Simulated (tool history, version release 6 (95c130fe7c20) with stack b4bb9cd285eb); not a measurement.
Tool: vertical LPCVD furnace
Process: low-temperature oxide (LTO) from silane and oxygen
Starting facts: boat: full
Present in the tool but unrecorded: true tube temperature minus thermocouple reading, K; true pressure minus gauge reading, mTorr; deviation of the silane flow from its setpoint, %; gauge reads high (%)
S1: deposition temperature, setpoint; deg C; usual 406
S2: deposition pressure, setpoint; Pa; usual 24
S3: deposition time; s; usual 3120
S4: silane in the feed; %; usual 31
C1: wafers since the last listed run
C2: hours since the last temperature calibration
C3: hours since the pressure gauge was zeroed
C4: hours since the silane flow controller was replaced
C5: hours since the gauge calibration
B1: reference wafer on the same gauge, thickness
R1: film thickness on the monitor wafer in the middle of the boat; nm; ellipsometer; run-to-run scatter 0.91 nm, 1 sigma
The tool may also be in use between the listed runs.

run 1 hour=0 | S1=398 S2=24 S3=3120 S4=31 | C1=0 C2=1406.9 C3=3003.2 C4=2747.9 C5=291.9 | B1=278.05 | R1=277.55
run 2 hour=17.3 | S1=398 S2=24 S3=3120 S4=31 | C1=287 C2=1424.2 C3=3020.5 C4=2765.2 C5=309.2 | B1=278.1 | R1=279.93
run 3 hour=37.7 | S1=406 S2=24 S3=3120 S4=31 | C1=339 C2=1444.6 C3=3040.9 C4=2785.6 C5=329.6 | B1=277.94 | R1=305
run 4 hour=62.2 | S1=406 S2=24 S3=3120 S4=31 | C1=407 C2=1469.1 C3=3065.4 C4=2810.1 C5=354.1 | B1=278.07 | R1=304.65
run 5 hour=84.4 | S1=406 S2=24 S3=3120 S4=31 | C1=369 C2=1491.3 C3=3087.6 C4=2832.3 C5=376.3 | B1=278.04 | R1=306.9
run 6 hour=105.9 | S1=406 S2=24 S3=3120 S4=31 | C1=357 C2=1512.8 C3=3109.1 C4=2853.8 C5=397.8 | B1=278.03 | R1=306.93
run 7 hour=128.1 | S1=406 S2=24 S3=3120 S4=31 | C1=369 C2=1535 C3=3131.3 C4=2876 C5=420 | B1=277.74 | R1=305.14
run 8 hour=150.8 | S1=397 S2=24 S3=3120 S4=31 | C1=377 C2=1557.7 C3=3154 C4=2898.7 C5=442.7 | B1=278.23 | R1=275.98
-- hour=200.2 silane flow controller replaced
run 9 hour=200.7 | S1=397 S2=24 S3=3120 S4=31 | C1=430 C2=1607.6 C3=3203.9 C4=0.5 C5=492.6 | B1=277.92 | R1=276.09
run 10 hour=204.6 | S1=397 S2=24 S3=3120 S4=31 | C1=64 C2=1611.5 C3=3207.8 C4=4.4 C5=496.5 | B1=277.74 | R1=275.37
-- hour=286.8 pressure gauge zeroed
run 11 hour=288.8 | S1=406 S2=24 S3=3120 S4=31 | C1=1001 C2=1695.7 C3=2 C4=88.6 C5=580.7 | B1=277.96 | R1=305.04
run 12 hour=322.6 | S1=406 S2=24 S3=3120 S4=31 | C1=562 C2=1729.5 C3=35.8 C4=122.4 C5=614.5 | B1=277.91 | R1=308.27
-- hour=345.7 gauge calibrated
-- hour=365.6 thermocouples replaced and temperature profile calibrated
run 13 hour=366.1 | S1=406 S2=24 S3=3120 S4=26 | C1=324 C2=0.5 C3=79.3 C4=165.9 C5=20.4 | B1=278.19 | R1=226.63
run 14 hour=375.3 | S1=417 S2=21.3 S3=3120 S4=34 | C1=152 C2=9.7 C3=88.5 C4=175.1 C5=29.6 | B1=277.98 | R1=339.24
run 15 hour=409.4 | S1=400 S2=20.7 S3=2520 S4=34 | C1=567 C2=43.8 C3=122.6 C4=209.2 C5=63.7 | B1=278.15 | R1=218.51
run 16 hour=440.1 | S1=412 S2=21.3 S3=2520 S4=35 | C1=510 C2=74.5 C3=153.3 C4=239.9 C5=94.4 | B1=277.89 | R1=268.67
run 17 hour=461 | S1=412 S2=24 S3=3120 S4=28 | C1=347 C2=95.4 C3=174.2 C4=260.8 C5=115.3 | B1=277.95 | R1=272.51
run 18 hour=475.5 | S1=406 S2=24 S3=3120 S4=31 | C1=241 C2=109.9 C3=188.7 C4=275.3 C5=129.8 | B1=278.06 | R1=295.74
run 19 hour=501.1 | S1=417 S2=24 S3=3600 S4=31 | C1=425 C2=135.5 C3=214.3 C4=300.9 C5=155.4 | B1=277.93 | R1=388.19
run 20 hour=518.4 | S1=406 S2=20.7 S3=3120 S4=31 | C1=287 C2=152.8 C3=231.6 C4=318.2 C5=172.7 | B1=278.12 | R1=253.72
run 21 hour=534.3 | S1=406 S2=24 S3=3120 S4=31 | C1=264 C2=168.7 C3=247.5 C4=334.1 C5=188.6 | B1=277.88 | R1=296.13
run 22 hour=567 | S1=406 S2=24 S3=4110 S4=31 | C1=543 C2=201.4 C3=280.2 C4=366.8 C5=221.3 | B1=277.85 | R1=391.93
run 23 hour=599.3 | S1=406 S2=24 S3=3120 S4=31 | C1=537 C2=233.7 C3=312.5 C4=399.1 C5=253.6 | B1=277.96 | R1=296.52
run 24 hour=632.8 | S1=412 S2=24 S3=3120 S4=28 | C1=557 C2=267.2 C3=346 C4=432.6 C5=287.1 | B1=277.99 | R1=275.74
run 25 hour=651.4 | S1=406 S2=28 S3=3660 S4=37 | C1=309 C2=285.8 C3=364.6 C4=451.2 C5=305.7 | B1=277.97 | R1=516.11

Each row is a separate what-if for the run after 25, all from the same tool condition, not one after another. Results?
run A hour=655.3 | S1=406 S2=24 S3=3120 S4=36 | C1=64 C2=289.7 C3=368.5 C4=455.1 C5=309.6 | B1=? | R1=?
run B hour=655.3 | S1=406 S2=29.3 S3=3120 S4=31 | C1=64 C2=289.7 C3=368.5 C4=455.1 C5=309.6 | B1=? | R1=?
run C hour=655.3 | S1=395 S2=24 S3=4350 S4=31 | C1=64 C2=289.7 C3=368.5 C4=455.1 C5=309.6 | B1=? | R1=?
run D hour=655.3 | S1=413 S2=24 S3=1920 S4=31 | C1=64 C2=289.7 C3=368.5 C4=455.1 C5=309.6 | B1=? | R1=?
run E hour=655.3 | S1=413 S2=20 S3=2730 S4=29 | C1=64 C2=289.7 C3=368.5 C4=455.1 C5=309.6 | B1=? | R1=?

run=A B1=277.96 R1=362.86
run=B B1=277.96 R1=362.07
run=C B1=277.96 R1=362.91
run=D B1=277.96 R1=197.4
run=E B1=277.96 R1=212.67
With the hidden condition removed and each run's random variation left untouched, the same runs would have given:
run=A R1=360
run=B R1=359.1
run=C R1=359.81
run=D R1=195.82
run=E R1=210.94
